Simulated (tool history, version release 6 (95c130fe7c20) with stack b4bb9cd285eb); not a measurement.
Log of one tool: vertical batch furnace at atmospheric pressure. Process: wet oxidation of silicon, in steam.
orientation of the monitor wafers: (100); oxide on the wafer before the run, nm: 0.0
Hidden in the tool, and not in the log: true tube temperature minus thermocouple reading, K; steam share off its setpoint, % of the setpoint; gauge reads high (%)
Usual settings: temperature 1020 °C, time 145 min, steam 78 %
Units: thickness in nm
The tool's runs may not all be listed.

run   hour  temperature   time  steam  wafers since the last listed run  hours since the last temperature calibration  hours since the steam generator was serviced  hours since the gauge calibration  read-back reference wafer on the same gauge, thickness  thickness
  1      0         1020    145     78                                 0                                        1091.1                                        1084.1                              118.6                                                  739.02     815.51
  2   58.4         1020    145     78                               663                                        1149.5                                        1142.5                                177                                                  739.32     814.89
  3  103.6         1020    145     72                               513                                        1194.7                                        1187.7                              222.2                                                  738.96     775.55
  4  162.8         1020    145     78                               673                                        1253.9                                        1246.9                              281.4                                                  738.97     815.01
  5    197         1020    145     78                               388                                        1288.1                                        1281.1                              315.6                                                  739.59     811.84
  6    243         1020    145     78                               522                                        1334.1                                        1327.1                              361.6                                                  738.72     816.16
  7  295.5         1020    145     78                               596                                        1386.6                                        1379.6                              414.1                                                  738.96     813.55
  8  325.2         1020    145     82                               337                                        1416.3                                        1409.3                              443.8                                                  739.03     840.47
  9    366         1037    145     78                               463                                        1457.1                                        1450.1                              484.6                                                  738.23     889.78
 10  414.6         1000    189     78                               552                                        1505.7                                        1498.7                              533.2                                                  738.73     859.72
 11    440         1020    145     78                               288                                        1531.1                                        1524.1                              558.6                                                  738.76     817.88
     478.1  -- steam generator serviced
     507.4  -- thermocouples replaced and temperature profile calibrated
 12    638         1009  181.5     70                              1705                                         130.6                                         159.9                              756.6                                                  739.18     807.14
     656.4  -- gauge calibrated
 13  668.2         1020    145     70                               343                                         160.8                                         190.1                               11.8                                                  738.88     743.07
 14    703         1020    145     78                               395                                         195.6                                         224.9                               46.6                                                  738.87     798.25
 15  748.5         1009  184.5     70                               517                                         241.1                                         270.4                               92.1                                                  739.21     819.07
 16  800.2          996    164     75                               587                                         292.8                                         322.1                              143.8                                                  739.77     737.49
 17  873.3         1020    145     88                               831                                         365.9                                         395.2                              216.9                                                  739.51     863.58
 18  902.8         1040    145     74                               335                                         395.4                                         424.7                              246.4                                                  739.17     861.42
 19  955.5         1011    145     86                               599                                         448.1                                         477.4                              299.1                                                  739.09     810.21

3 ways to go on from here, each from the tool as it stands after run 19. What would each give?
  A  961.5         1020   145     90                                68                                         454.1                                         483.4                              305.1                                                       ?          ?
  B  961.5         1010  95.5     78                                68                                         454.1                                         483.4                              305.1                                                       ?          ?
  C  961.5         1005    74     87                                68                                         454.1                                         483.4                              305.1                                                       ?          ?

run  read-back reference wafer on the same gauge, thickness  thickness
  A                                                  738.92     877.09
  B                                                  738.92     586.35
  C                                                  738.92     516.42
Without the tool's hidden state the same runs would have given:
run  thickness
  A     863.47
  B     575.24
  C      505.9

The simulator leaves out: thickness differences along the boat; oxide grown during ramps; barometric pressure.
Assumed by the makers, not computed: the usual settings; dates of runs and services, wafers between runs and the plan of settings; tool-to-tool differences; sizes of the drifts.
